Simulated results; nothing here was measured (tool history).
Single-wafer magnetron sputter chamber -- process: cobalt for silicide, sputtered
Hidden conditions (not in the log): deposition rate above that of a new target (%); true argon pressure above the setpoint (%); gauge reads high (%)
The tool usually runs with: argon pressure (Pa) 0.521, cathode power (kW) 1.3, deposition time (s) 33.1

run     day  argon pressure (Pa)  cathode power (kW)  deposition time (s)  wafers since the last listed run  wafers on the sputter target  hours since the last manometer calibration  hours since the magnet pack was replaced  hours since the gauge calibration  read-back reference wafer on the same gauge, thickness_nm  mean film thickness on the monitor wafer (angstrom)
  1       0                0.521                 1.3                 33.1                                 0                          8971                                      1644.6                                    9563.7                              488.7                                                     19.443                                               188.81
      0.762  -- sputter target and shields replaced
      1.825  -- gauge calibrated
  2   2.908                0.521                 1.3                 33.1                              2143                          1787                                      1714.4                                    9633.5                                 26                                                     19.403                                                199.2
  3   4.604                0.521                 1.3                 36.5                              1411                          3198                                      1755.1                                    9674.2                               66.7                                                     19.384                                                220.7
  4   5.796                0.521                 1.3                 30.8                               992                          4190                                      1783.7                                    9702.8                               95.3                                                     19.386                                               183.17
  5   8.508                0.521                 1.3                 30.8                              2258                          6448                                      1848.8                                    9767.9                              160.4                                                     19.385                                               180.53
  6  11.096                0.521                 1.3                 31.5                              2154                          8603                                      1910.9                                      9830                              222.5                                                     19.383                                               180.55
     11.804  -- sputter target and shields replaced
  7  13.075                0.521                 1.3                 31.5                              1370                          1057                                      1958.4                                    9877.5                                270                                                      19.35                                               189.88
  8  15.758                0.521                 1.3                 33.1                              2233                          3291                                      2022.8                                    9941.9                              334.4                                                     19.393                                               197.64
  9   18.75                0.521                0.95                 33.1                              2490                          5781                                      2094.6                                   10013.7                              406.2                                                     19.368                                                141.7
     22.717  -- sputter target and shields replaced
       23.3  -- capacitance manometer re-zeroed and calibrated
     23.596  -- gauge calibrated
 10  25.162                0.521                 1.3                 33.1                              4783                          1760                                        44.7                                   10167.6                               37.6                                                       19.4                                               201.03
 11  26.371                0.521                 1.3                 33.1                              1005                          2765                                        73.7                                   10196.6                               66.6                                                     19.457                                               199.13

Run 12 has not been measured yet. What should we expect?
     29.346  -- magnet pack replaced
 12  29.367                0.608                 1.2                 36.5                              2216                          4982                                       145.6                                       0.5                              138.5                                                          ?                                                    ?

Run 12 yielded read-back reference wafer on the same gauge, thickness_nm 19.384, mean film thickness on the monitor wafer (angstrom) 188.79.
Were there no unlogged condition in the tool, this run, its random variation unchanged, would have produced mean film thickness on the monitor wafer (angstrom) 196.32.
